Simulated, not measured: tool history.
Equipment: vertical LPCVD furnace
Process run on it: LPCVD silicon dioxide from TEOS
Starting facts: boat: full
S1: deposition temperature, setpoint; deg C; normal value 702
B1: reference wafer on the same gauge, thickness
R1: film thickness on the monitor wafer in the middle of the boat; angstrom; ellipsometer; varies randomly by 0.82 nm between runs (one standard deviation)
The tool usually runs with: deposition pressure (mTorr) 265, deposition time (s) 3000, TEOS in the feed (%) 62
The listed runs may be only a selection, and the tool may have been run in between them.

Run 1, hour 0: usual settings; B1 358.04. Result: R1 3421.9 angstrom.
Run 2, hour 41.2: usual settings; B1 358.05. Result: R1 3413.3 angstrom.
Run 3, hour 125: usual settings; B1 358. Result: R1 3426.1 angstrom.
Run 4, hour 169.8: usual settings but S1 707 deg C, TEOS in the feed (%) 57; B1 357.94. Result: R1 3668.4 angstrom.
Run 5, hour 247.3: usual settings but S1 707 deg C, TEOS in the feed (%) 57; B1 358.09. Result: R1 3681.6 angstrom.
Run 6, hour 310.5: usual settings but S1 707 deg C, TEOS in the feed (%) 57; B1 357.89. Result: R1 3687.4 angstrom.
Run 7, hour 381: usual settings but TEOS in the feed (%) 66; B1 357.94. Result: R1 3535.2 angstrom.
Run 8, hour 467.9: usual settings but TEOS in the feed (%) 66; B1 358. Result: R1 3514.9 angstrom.
Run 9, hour 556.6: usual settings; B1 357.82. Result: R1 3414.4 angstrom.
Run 10, hour 653.2: usual settings; B1 358.05. Result: R1 3422.9 angstrom.
At hour 660.4: gauge calibrated.
Run 11, hour 697.3: usual settings; B1 357.99. Result: R1 3422.1 angstrom.
Run 12, hour 762.4: usual settings; B1 357.94. Result: R1 3415.6 angstrom.
Run 13, hour 869.8: usual settings but S1 697 deg C, deposition pressure (mTorr) 225; B1 357.97. Result: R1 2814.9 angstrom.
Run 14, hour 973.1: usual settings but S1 697 deg C, deposition pressure (mTorr) 225; B1 358.1. Result: R1 2791.6 angstrom.
Run 15, hour 1142.2: usual settings; B1 357.95. Result: R1 3435.9 angstrom.
Run 16, hour 1190.2: usual settings but deposition time (s) 3690; B1 357.92. Result: R1 4226 angstrom.
At hour 1291.4: TEOS flow controller replaced.
Run 17, hour 1291.9: usual settings but S1 690 deg C, deposition time (s) 3390; B1 357.89. Result: R1 2894.2 angstrom.
Run 18, hour 1357: usual settings but deposition pressure (mTorr) 220; B1 357.96. Result: R1 3069.3 angstrom.
Run 19, hour 1394: usual settings; B1 358.05. Result: R1 3399.3 angstrom.
Run 20, hour 1468.4: usual settings but S1 711 deg C, deposition pressure (mTorr) 295, deposition time (s) 3840, TEOS in the feed (%) 74; B1 357.9. Result: R1 6147.9 angstrom.
At hour 1550.3: thermocouples replaced and temperature profile calibrated.
Run 21, hour 1567.5: usual settings but TEOS in the feed (%) 55; B1 358.01. Result: R1 3195.3 angstrom.
At hour 1612.1: pressure gauge zeroed.
Run 22, hour 1656.7: usual settings but S1 710 deg C, deposition time (s) 2520; B1 358.07. Result: R1 3490.7 angstrom.
Run 23, hour 1693.9: usual settings but deposition pressure (mTorr) 200; B1 358.04. Result: R1 3015.1 angstrom.
At hour 1702.9: gauge calibrated.
Run 24, hour 1756.5: usual settings but S1 696 deg C, deposition pressure (mTorr) 200, deposition time (s) 2490, TEOS in the feed (%) 52; B1 358.09. Result: R1 1992.3 angstrom.
Run 25, hour 1861.9: usual settings; B1 358.14. Result: R1 3475 angstrom.
Run 26, hour 1947.3: usual settings but S1 695 deg C; B1 357.98. Result: R1 2954.8 angstrom.

Estimate the outcome of run 27 from the log above:
Run 27, hour 1995.8: usual settings; B1 ?. Result: R1 ?.

B1: 358.15
R1: 3450.9 angstrom
Without the tool's hidden state the same run would have given R1 3467.9 angstrom.

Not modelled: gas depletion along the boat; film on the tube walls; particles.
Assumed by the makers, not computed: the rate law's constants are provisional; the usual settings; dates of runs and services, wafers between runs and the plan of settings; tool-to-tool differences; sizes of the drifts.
